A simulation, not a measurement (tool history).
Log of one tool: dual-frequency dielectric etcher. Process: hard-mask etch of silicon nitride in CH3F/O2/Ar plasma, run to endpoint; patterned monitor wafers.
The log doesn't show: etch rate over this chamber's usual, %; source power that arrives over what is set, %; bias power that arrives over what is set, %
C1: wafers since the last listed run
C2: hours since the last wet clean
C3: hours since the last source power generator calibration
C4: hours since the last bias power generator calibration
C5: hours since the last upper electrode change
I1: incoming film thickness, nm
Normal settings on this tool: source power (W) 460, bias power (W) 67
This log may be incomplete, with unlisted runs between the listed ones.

{"run": 1, "hour": 0.0, "source power (W)": 530, "bias power (W)": 67, "C1": 0, "C2": 111.5, "C3": 4049.6, "C4": 2846.5, "C5": 5226.8, "I1": 47.95, "endpoint time (s)": 69.5}
{"run": 2, "hour": 17.0, "source power (W)": 460, "bias power (W)": 67, "C1": 141, "C2": 128.5, "C3": 4066.6, "C4": 2863.5, "C5": 5243.8, "I1": 48.43, "endpoint time (s)": 72.4}
{"run": 3, "hour": 30.9, "source power (W)": 370, "bias power (W)": 67, "C1": 115, "C2": 142.4, "C3": 4080.5, "C4": 2877.4, "C5": 5257.7, "I1": 49.28, "endpoint time (s)": 77.4}
{"run": 4, "hour": 38.8, "source power (W)": 370, "bias power (W)": 67, "C1": 65, "C2": 150.3, "C3": 4088.4, "C4": 2885.3, "C5": 5265.6, "I1": 48.34, "endpoint time (s)": 76.3}
{"run": 5, "hour": 56.5, "source power (W)": 370, "bias power (W)": 67, "C1": 147, "C2": 168.0, "C3": 4106.1, "C4": 2903.0, "C5": 5283.3, "I1": 48.47, "endpoint time (s)": 76.1}
{"run": 6, "hour": 65.0, "source power (W)": 460, "bias power (W)": 67, "C1": 70, "C2": 176.5, "C3": 4114.6, "C4": 2911.5, "C5": 5291.8, "I1": 48.89, "endpoint time (s)": 73.6}
{"run": 7, "hour": 74.3, "source power (W)": 500, "bias power (W)": 55, "C1": 77, "C2": 185.8, "C3": 4123.9, "C4": 2920.8, "C5": 5301.1, "I1": 48.91, "endpoint time (s)": 79.1}
{"run": 8, "hour": 91.7, "source power (W)": 460, "bias power (W)": 74, "C1": 144, "C2": 203.2, "C3": 4141.3, "C4": 2938.2, "C5": 5318.5, "I1": 48.89, "endpoint time (s)": 71.1}
{"run": 9, "hour": 108.1, "source power (W)": 460, "bias power (W)": 74, "C1": 136, "C2": 219.6, "C3": 4157.7, "C4": 2954.6, "C5": 5334.9, "I1": 48.56, "endpoint time (s)": 70.2}
{"run": 10, "hour": 123.7, "source power (W)": 460, "bias power (W)": 67, "C1": 129, "C2": 235.2, "C3": 4173.3, "C4": 2970.2, "C5": 5350.5, "I1": 48.58, "endpoint time (s)": 74.3}
{"run": 11, "hour": 133.1, "source power (W)": 460, "bias power (W)": 67, "C1": 78, "C2": 244.6, "C3": 4182.7, "C4": 2979.6, "C5": 5359.9, "I1": 48.9, "endpoint time (s)": 74.6}
{"hour": 139.2, "done": "source power generator calibrated"}
{"run": 12, "hour": 149.5, "source power (W)": 460, "bias power (W)": 67, "C1": 103, "C2": 261.0, "C3": 10.3, "C4": 2996.0, "C5": 5376.3, "I1": 49.03, "endpoint time (s)": 75.0}
{"hour": 182.8, "done": "upper electrode replaced"}
{"run": 13, "hour": 183.3, "source power (W)": 460, "bias power (W)": 67, "C1": 81, "C2": 294.8, "C3": 44.1, "C4": 3029.8, "C5": 0.5, "I1": 48.81, "endpoint time (s)": 74.1}
{"run": 14, "hour": 183.7, "source power (W)": 460, "bias power (W)": 67, "C1": 3, "C2": 295.2, "C3": 44.5, "C4": 3030.2, "C5": 0.9, "I1": 48.58, "endpoint time (s)": 74.8}
{"run": 15, "hour": 187.4, "source power (W)": 460, "bias power (W)": 67, "C1": 30, "C2": 298.9, "C3": 48.2, "C4": 3033.9, "C5": 4.6, "I1": 48.88, "endpoint time (s)": 74.6}
{"run": 16, "hour": 194.3, "source power (W)": 460, "bias power (W)": 67, "C1": 57, "C2": 305.8, "C3": 55.1, "C4": 3040.8, "C5": 11.5, "I1": 48.9, "endpoint time (s)": 75.2}
{"run": 17, "hour": 203.6, "source power (W)": 460, "bias power (W)": 67, "C1": 77, "C2": 315.1, "C3": 64.4, "C4": 3050.1, "C5": 20.8, "I1": 48.9, "endpoint time (s)": 76.0}
{"run": 18, "hour": 213.2, "source power (W)": 340, "bias power (W)": 53, "C1": 79, "C2": 324.7, "C3": 74.0, "C4": 3059.7, "C5": 30.4, "I1": 48.67, "endpoint time (s)": 86.9}
{"run": 19, "hour": 225.9, "source power (W)": 570, "bias power (W)": 54, "C1": 105, "C2": 337.4, "C3": 86.7, "C4": 3072.4, "C5": 43.1, "I1": 48.87, "endpoint time (s)": 77.9}
{"run": 20, "hour": 233.2, "source power (W)": 410, "bias power (W)": 82, "C1": 60, "C2": 344.7, "C3": 94.0, "C4": 3079.7, "C5": 50.4, "I1": 49.08, "endpoint time (s)": 70.7}
{"run": 21, "hour": 245.5, "source power (W)": 460, "bias power (W)": 61, "C1": 102, "C2": 357.0, "C3": 106.3, "C4": 3092.0, "C5": 62.7, "I1": 48.56, "endpoint time (s)": 76.8}
{"run": 22, "hour": 253.1, "source power (W)": 380, "bias power (W)": 72, "C1": 63, "C2": 364.6, "C3": 113.9, "C4": 3099.6, "C5": 70.3, "I1": 48.39, "endpoint time (s)": 75.7}
{"hour": 267.4, "done": "bias power generator calibrated"}
{"run": 23, "hour": 267.9, "source power (W)": 560, "bias power (W)": 62, "C1": 89, "C2": 379.4, "C3": 128.7, "C4": 0.5, "C5": 85.1, "I1": 48.62, "endpoint time (s)": 74.6}
{"run": 24, "hour": 270.7, "source power (W)": 460, "bias power (W)": 57, "C1": 23, "C2": 382.2, "C3": 131.5, "C4": 3.3, "C5": 87.9, "I1": 48.54, "endpoint time (s)": 80.0}
{"hour": 310.7, "done": "wet clean of the chamber"}
{"run": 25, "hour": 311.2, "source power (W)": 460, "bias power (W)": 67, "C1": 137, "C2": 0.5, "C3": 172.0, "C4": 43.8, "C5": 128.4, "I1": 48.98, "endpoint time (s)": 72.3}
{"run": 26, "hour": 311.5, "source power (W)": 500, "bias power (W)": 67, "C1": 2, "C2": 0.8, "C3": 172.3, "C4": 44.1, "C5": 128.7, "I1": 49.24, "endpoint time (s)": 72.7}
{"run": 27, "hour": 315.6, "source power (W)": 510, "bias power (W)": 72, "C1": 34, "C2": 4.9, "C3": 176.4, "C4": 48.2, "C5": 132.8, "I1": 49.19, "endpoint time (s)": 68.8}
{"run": 28, "hour": 332.4, "source power (W)": 420, "bias power (W)": 55, "C1": 139, "C2": 21.7, "C3": 193.2, "C4": 65.0, "C5": 149.6, "I1": 49.32, "endpoint time (s)": 80.7}

Run 29 has not been measured yet. What should we expect?
{"run": 29, "hour": 344.1, "source power (W)": 460, "bias power (W)": 67, "C1": 97, "C2": 33.4, "C3": 204.9, "C4": 76.7, "C5": 161.3, "I1": 49.07, "endpoint time (s)": "?"}

Run 29 gave endpoint time (s) 72.1.
On a tool with no hidden condition, and with the same random variation, this run would have come out at endpoint time (s) 71.2.
